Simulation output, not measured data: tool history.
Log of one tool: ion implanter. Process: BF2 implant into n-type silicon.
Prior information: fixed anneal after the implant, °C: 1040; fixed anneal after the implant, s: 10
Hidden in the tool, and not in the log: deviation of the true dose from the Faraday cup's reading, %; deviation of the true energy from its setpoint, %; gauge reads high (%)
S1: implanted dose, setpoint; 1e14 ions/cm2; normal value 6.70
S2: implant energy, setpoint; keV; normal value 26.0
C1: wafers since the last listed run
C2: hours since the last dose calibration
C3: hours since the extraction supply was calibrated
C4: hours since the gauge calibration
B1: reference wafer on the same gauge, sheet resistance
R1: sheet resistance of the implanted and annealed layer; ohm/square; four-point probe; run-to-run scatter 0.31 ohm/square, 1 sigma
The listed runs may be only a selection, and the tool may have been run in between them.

Run 1, hour 0.0: usual settings but S2 22.0 keV; C1 0; C2 1236.5; C3 3505.7; C4 90.9; B1 186.01. Result: R1 220.06 ohm/square.
Run 2, hour 15.4: usual settings but S2 22.0 keV; C1 321; C2 1251.9; C3 3521.1; C4 106.3; B1 186.00. Result: R1 220.02 ohm/square.
Run 3, hour 27.9: usual settings but S2 22.0 keV; C1 261; C2 1264.4; C3 3533.6; C4 118.8; B1 186.04. Result: R1 219.49 ohm/square.
Run 4, hour 40.1: usual settings; C1 255; C2 1276.6; C3 3545.8; C4 131.0; B1 186.05. Result: R1 212.02 ohm/square.
Run 5, hour 55.2: usual settings; C1 315; C2 1291.7; C3 3560.9; C4 146.1; B1 186.03. Result: R1 212.39 ohm/square.
Run 6, hour 69.4: usual settings; C1 296; C2 1305.9; C3 3575.1; C4 160.3; B1 185.91. Result: R1 212.84 ohm/square.
Run 7, hour 92.8: usual settings; C1 489; C2 1329.3; C3 3598.5; C4 183.7; B1 185.98. Result: R1 213.36 ohm/square.
Run 8, hour 104.9: usual settings; C1 252; C2 1341.4; C3 3610.6; C4 195.8; B1 186.07. Result: R1 212.41 ohm/square.
At hour 118.1: Faraday cup replaced and dose calibrated.
Run 9, hour 118.6: usual settings; C1 119; C2 0.5; C3 3624.3; C4 209.5; B1 186.04. Result: R1 205.60 ohm/square.
At hour 134.8: extraction supply calibrated.
Run 10, hour 168.6: usual settings; C1 878; C2 50.5; C3 33.8; C4 259.5; B1 186.00. Result: R1 205.24 ohm/square.
Run 11, hour 182.0: usual settings; C1 280; C2 63.9; C3 47.2; C4 272.9; B1 185.96. Result: R1 204.95 ohm/square.
Run 12, hour 188.7: usual settings but S2 31.5 keV; C1 140; C2 70.6; C3 53.9; C4 279.6; B1 185.97. Result: R1 197.37 ohm/square.
At hour 191.5: gauge calibrated.
Run 13, hour 197.1: usual settings but S1 5.46 1e14 ions/cm2, S2 30.0 keV; C1 175; C2 79.0; C3 62.3; C4 5.6; B1 186.03. Result: R1 234.40 ohm/square.
Run 14, hour 210.1: usual settings but S1 5.72 1e14 ions/cm2, S2 17.5 keV; C1 271; C2 92.0; C3 75.3; C4 18.6; B1 186.01. Result: R1 248.52 ohm/square.
Run 15, hour 219.5: usual settings but S2 22.5 keV; C1 196; C2 101.4; C3 84.7; C4 28.0; B1 186.01. Result: R1 211.35 ohm/square.
Run 16, hour 226.1: usual settings; C1 137; C2 108.0; C3 91.3; C4 34.6; B1 186.05. Result: R1 205.18 ohm/square.
Run 17, hour 232.7: usual settings; C1 137; C2 114.6; C3 97.9; C4 41.2; B1 185.97. Result: R1 204.14 ohm/square.
Run 18, hour 241.6: usual settings but S1 8.23 1e14 ions/cm2, S2 21.0 keV; C1 186; C2 123.5; C3 106.8; C4 50.1; B1 185.96. Result: R1 189.95 ohm/square.
Run 19, hour 247.7: usual settings but S1 8.45 1e14 ions/cm2, S2 19.0 keV; C1 127; C2 129.6; C3 112.9; C4 56.2; B1 186.01. Result: R1 192.80 ohm/square.
Run 20, hour 261.8: usual settings but S1 8.36 1e14 ions/cm2, S2 18.5 keV; C1 294; C2 143.7; C3 127.0; C4 70.3; B1 186.03. Result: R1 195.66 ohm/square.
Run 21, hour 274.3: usual settings but S2 22.0 keV; C1 261; C2 156.2; C3 139.5; C4 82.8; B1 186.03. Result: R1 212.89 ohm/square.
Run 22, hour 290.0: usual settings but S1 7.61 1e14 ions/cm2, S2 29.5 keV; C1 328; C2 171.9; C3 155.2; C4 98.5; B1 185.96. Result: R1 181.97 ohm/square.
Run 23, hour 298.4: usual settings but S1 5.99 1e14 ions/cm2, S2 19.0 keV; C1 175; C2 180.3; C3 163.6; C4 106.9; B1 186.11. Result: R1 236.73 ohm/square.
Run 24, hour 305.1: usual settings but S1 4.82 1e14 ions/cm2, S2 18.5 keV; C1 140; C2 187.0; C3 170.3; C4 113.6; B1 186.03. Result: R1 278.61 ohm/square.

Below are 4 alternative next runs, each starting from the tool's condition after run 24. Predict each:
Run A, hour 305.5: usual settings but S1 5.32 1e14 ions/cm2; C1 8; C2 187.4; C3 170.7; C4 114.0; B1 ?. Result: R1 ?.
Run B, hour 305.5: usual settings but S1 7.83 1e14 ions/cm2, S2 21.0 keV; C1 8; C2 187.4; C3 170.7; C4 114.0; B1 ?. Result: R1 ?.
Run C, hour 305.5: usual settings but S1 7.69 1e14 ions/cm2, S2 20.5 keV; C1 8; C2 187.4; C3 170.7; C4 114.0; B1 ?. Result: R1 ?.
Run D, hour 305.5: usual settings but S1 4.85 1e14 ions/cm2, S2 20.5 keV; C1 8; C2 187.4; C3 170.7; C4 114.0; B1 ?. Result: R1 ?.

run      B1      R1
  A  186.10  243.77
  B  186.10  194.99
  C  186.10  198.37
  D  186.10  272.05
Stripped of hidden state, with their random variation kept, the same runs would have yielded:
run      R1
  A  244.93
  B  195.68
  C  199.07
  D  273.32

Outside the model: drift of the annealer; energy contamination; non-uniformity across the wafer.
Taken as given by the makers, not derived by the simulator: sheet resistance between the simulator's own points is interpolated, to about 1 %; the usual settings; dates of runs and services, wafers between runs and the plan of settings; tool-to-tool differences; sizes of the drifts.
